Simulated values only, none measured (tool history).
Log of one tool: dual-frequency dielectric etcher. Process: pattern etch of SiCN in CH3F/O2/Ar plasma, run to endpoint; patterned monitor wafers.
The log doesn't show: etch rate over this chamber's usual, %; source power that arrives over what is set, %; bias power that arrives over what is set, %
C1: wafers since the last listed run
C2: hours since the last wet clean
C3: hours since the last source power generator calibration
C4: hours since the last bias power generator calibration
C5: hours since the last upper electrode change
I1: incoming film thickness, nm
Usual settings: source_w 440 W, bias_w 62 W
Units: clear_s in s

run 1 hour=0 | source_w=440 bias_w=62 | C1=0 C2=38.9 C3=1968.9 C4=4410.5 C5=2770.6 | I1=11.69 | clear_s=32.7
run 2 hour=34.2 | source_w=440 bias_w=62 | C1=686 C2=73.1 C3=2003.1 C4=4444.7 C5=2804.8 | I1=11.63 | clear_s=32.9
run 3 hour=63.9 | source_w=440 bias_w=62 | C1=595 C2=102.8 C3=2032.8 C4=4474.4 C5=2834.5 | I1=11.57 | clear_s=32.6
run 4 hour=87.5 | source_w=440 bias_w=62 | C1=473 C2=126.4 C3=2056.4 C4=4498 C5=2858.1 | I1=11.63 | clear_s=32.8
run 5 hour=122.6 | source_w=440 bias_w=62 | C1=704 C2=161.5 C3=2091.5 C4=4533.1 C5=2893.2 | I1=11.57 | clear_s=33
run 6 hour=146.6 | source_w=440 bias_w=62 | C1=481 C2=185.5 C3=2115.5 C4=4557.1 C5=2917.2 | I1=11.47 | clear_s=32.6
run 7 hour=177.7 | source_w=440 bias_w=62 | C1=624 C2=216.6 C3=2146.6 C4=4588.2 C5=2948.3 | I1=11.69 | clear_s=33.4
run 8 hour=201.1 | source_w=440 bias_w=62 | C1=469 C2=240 C3=2170 C4=4611.6 C5=2971.7 | I1=11.65 | clear_s=33.4
run 9 hour=220 | source_w=440 bias_w=62 | C1=379 C2=258.9 C3=2188.9 C4=4630.5 C5=2990.6 | I1=11.56 | clear_s=33.1
run 10 hour=235.7 | source_w=440 bias_w=62 | C1=315 C2=274.6 C3=2204.6 C4=4646.2 C5=3006.3 | I1=11.49 | clear_s=32.9
run 11 hour=254.9 | source_w=370 bias_w=62 | C1=385 C2=293.8 C3=2223.8 C4=4665.4 C5=3025.5 | I1=11.56 | clear_s=35.6
-- hour=276.7 bias power generator calibrated
run 12 hour=339.9 | source_w=410 bias_w=62 | C1=1625 C2=378.8 C3=2308.8 C4=63.2 C5=3110.5 | I1=11.65 | clear_s=34.7
-- hour=387.2 upper electrode replaced
run 13 hour=387.7 | source_w=440 bias_w=49 | C1=477 C2=426.6 C3=2356.6 C4=111 C5=0.5 | I1=11.77 | clear_s=37.2
run 14 hour=392.5 | source_w=520 bias_w=77 | C1=96 C2=431.4 C3=2361.4 C4=115.8 C5=5.3 | I1=11.59 | clear_s=29.4
-- hour=402.5 source power generator calibrated
run 15 hour=414.9 | source_w=400 bias_w=57 | C1=369 C2=453.8 C3=12.4 C4=138.2 C5=27.7 | I1=11.53 | clear_s=36.3
run 16 hour=431.7 | source_w=400 bias_w=66 | C1=337 C2=470.6 C3=29.2 C4=155 C5=44.5 | I1=11.71 | clear_s=35.1
run 17 hour=516.3 | source_w=400 bias_w=66 | C1=1697 C2=555.2 C3=113.8 C4=239.6 C5=129.1 | I1=11.64 | clear_s=35.5
-- hour=541.9 wet clean of the chamber
run 18 hour=542.4 | source_w=390 bias_w=62 | C1=42 C2=0.5 C3=139.9 C4=265.7 C5=155.2 | I1=11.68 | clear_s=34.3
run 19 hour=544.2 | source_w=500 bias_w=56 | C1=36 C2=2.3 C3=141.7 C4=267.5 C5=157 | I1=11.59 | clear_s=31.5
run 20 hour=570 | source_w=440 bias_w=62 | C1=517 C2=28.1 C3=167.5 C4=293.3 C5=182.8 | I1=11.45 | clear_s=31.9
run 21 hour=601.9 | source_w=480 bias_w=62 | C1=640 C2=60 C3=199.4 C4=325.2 C5=214.7 | I1=11.55 | clear_s=31.2
run 22 hour=620.9 | source_w=440 bias_w=62 | C1=381 C2=79 C3=218.4 C4=344.2 C5=233.7 | I1=11.71 | clear_s=32.8
run 23 hour=633.8 | source_w=440 bias_w=62 | C1=258 C2=91.9 C3=231.3 C4=357.1 C5=246.6 | I1=11.67 | clear_s=33
run 24 hour=652 | source_w=440 bias_w=62 | C1=365 C2=110.1 C3=249.5 C4=375.3 C5=264.8 | I1=11.6 | clear_s=32.6
run 25 hour=683.8 | source_w=540 bias_w=62 | C1=638 C2=141.9 C3=281.3 C4=407.1 C5=296.6 | I1=11.62 | clear_s=30.2

5 ways to go on from here, each from the tool as it stands after run 25. What would each give?
run A hour=684.2 | source_w=360 bias_w=62 | C1=8 C2=142.3 C3=281.7 C4=407.5 C5=297 | I1=11.63 | clear_s=?
run B hour=684.2 | source_w=440 bias_w=72 | C1=8 C2=142.3 C3=281.7 C4=407.5 C5=297 | I1=11.63 | clear_s=?
run C hour=684.2 | source_w=530 bias_w=54 | C1=8 C2=142.3 C3=281.7 C4=407.5 C5=297 | I1=11.63 | clear_s=?
run D hour=684.2 | source_w=410 bias_w=77 | C1=8 C2=142.3 C3=281.7 C4=407.5 C5=297 | I1=11.63 | clear_s=?
run E hour=684.2 | source_w=340 bias_w=77 | C1=8 C2=142.3 C3=281.7 C4=407.5 C5=297 | I1=11.63 | clear_s=?

run=A clear_s=35.6
run=B clear_s=31.1
run=C clear_s=31.6
run=D clear_s=31.4
run=E clear_s=33.9
Without the tool's hidden state the same runs would have given:
run=A clear_s=35.2
run=B clear_s=30.8
run=C clear_s=31.2
run=D clear_s=31
run=E clear_s=33.6
